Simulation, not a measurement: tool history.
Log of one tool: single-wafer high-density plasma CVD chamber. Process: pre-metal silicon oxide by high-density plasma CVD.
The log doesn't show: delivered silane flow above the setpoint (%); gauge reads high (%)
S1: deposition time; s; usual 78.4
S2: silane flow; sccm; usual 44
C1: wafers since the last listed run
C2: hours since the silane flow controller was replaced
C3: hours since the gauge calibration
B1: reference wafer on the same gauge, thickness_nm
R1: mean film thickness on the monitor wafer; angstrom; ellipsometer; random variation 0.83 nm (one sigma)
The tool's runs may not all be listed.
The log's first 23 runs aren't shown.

Run 24, hour 622.4: usual settings but S1 70.4 s; C1 187; C2 103.7; C3 220.7; B1 370.074. Result: R1 2898.77 angstrom.
Run 25, hour 650.6: usual settings; C1 441; C2 131.9; C3 248.9; B1 370.031. Result: R1 3235.81 angstrom.
Run 26, hour 685: usual settings but S1 73.9 s; C1 538; C2 166.3; C3 283.3; B1 369.698. Result: R1 3056.1 angstrom.
Run 27, hour 699.1: usual settings but S2 52 sccm; C1 220; C2 180.4; C3 297.4; B1 370.122. Result: R1 3820.74 angstrom.
Run 28, hour 729.7: usual settings but S1 88.7 s; C1 479; C2 211; C3 328; B1 369.635. Result: R1 3668.6 angstrom.
Run 29, hour 741.8: usual settings but S2 48 sccm; C1 189; C2 223.1; C3 340.1; B1 369.299. Result: R1 3509.98 angstrom.
Run 30, hour 758.9: usual settings but S1 71.2 s; C1 267; C2 240.2; C3 357.2; B1 369.362. Result: R1 2931.36 angstrom.
Run 31, hour 787: usual settings but S1 68.9 s; C1 439; C2 268.3; C3 385.3; B1 369.229. Result: R1 2841.05 angstrom.
Run 32, hour 819: usual settings; C1 501; C2 300.3; C3 417.3; B1 368.982. Result: R1 3227.34 angstrom.
Run 33, hour 839.4: usual settings; C1 319; C2 320.7; C3 437.7; B1 368.806. Result: R1 3234.61 angstrom.
Run 34, hour 855.2: usual settings but S1 91.8 s; C1 247; C2 336.5; C3 453.5; B1 368.533. Result: R1 3781.2 angstrom.
Run 35, hour 870.1: usual settings; C1 233; C2 351.4; C3 468.4; B1 368.537. Result: R1 3224.12 angstrom.
Run 36, hour 883.5: usual settings; C1 209; C2 364.8; C3 481.8; B1 368.398. Result: R1 3216.08 angstrom.
Run 37, hour 913.9: usual settings but S1 89.8 s, S2 37 sccm; C1 475; C2 395.2; C3 512.2; B1 368.027. Result: R1 3102.09 angstrom.
Run 38, hour 942.5: usual settings but S1 63.7 s, S2 49 sccm; C1 447; C2 423.8; C3 540.8; B1 367.622. Result: R1 2907.02 angstrom.
Run 39, hour 962: usual settings but S1 85 s, S2 39 sccm; C1 305; C2 443.3; C3 560.3; B1 367.518. Result: R1 3085.55 angstrom.
Run 40, hour 976: usual settings but S1 66.1 s, S2 38 sccm; C1 219; C2 457.3; C3 574.3; B1 367.578. Result: R1 2345.02 angstrom.
Run 41, hour 1001.4: usual settings but S1 85.1 s, S2 48 sccm; C1 397; C2 482.7; C3 599.7; B1 366.88. Result: R1 3798.04 angstrom.
Run 42, hour 1018.9: usual settings; C1 274; C2 500.2; C3 617.2; B1 366.983. Result: R1 3218.39 angstrom.
Run 43, hour 1044.4: usual settings but S1 67.9 s; C1 399; C2 525.7; C3 642.7; B1 366.502. Result: R1 2775.33 angstrom.

3 ways to go on from here, each from the tool as it stands after run 43. What would each give?
Run A, hour 1044.8: usual settings but S2 39 sccm; C1 6; C2 526.1; C3 643.1; B1 ?. Result: R1 ?.
Run B, hour 1044.8: usual settings but S1 63.6 s, S2 41 sccm; C1 6; C2 526.1; C3 643.1; B1 ?. Result: R1 ?.
Run C, hour 1044.8: usual settings but S1 71.4 s, S2 53 sccm; C1 6; C2 526.1; C3 643.1; B1 ?. Result: R1 ?.

run       B1       R1
  A  366.555  2833.23
  B  366.555  2416.25
  C  366.555  3506.51
Without the tool's hidden state the same runs would have given:
run       R1
  A  2859.46
  B  2438.62
  C  3538.98
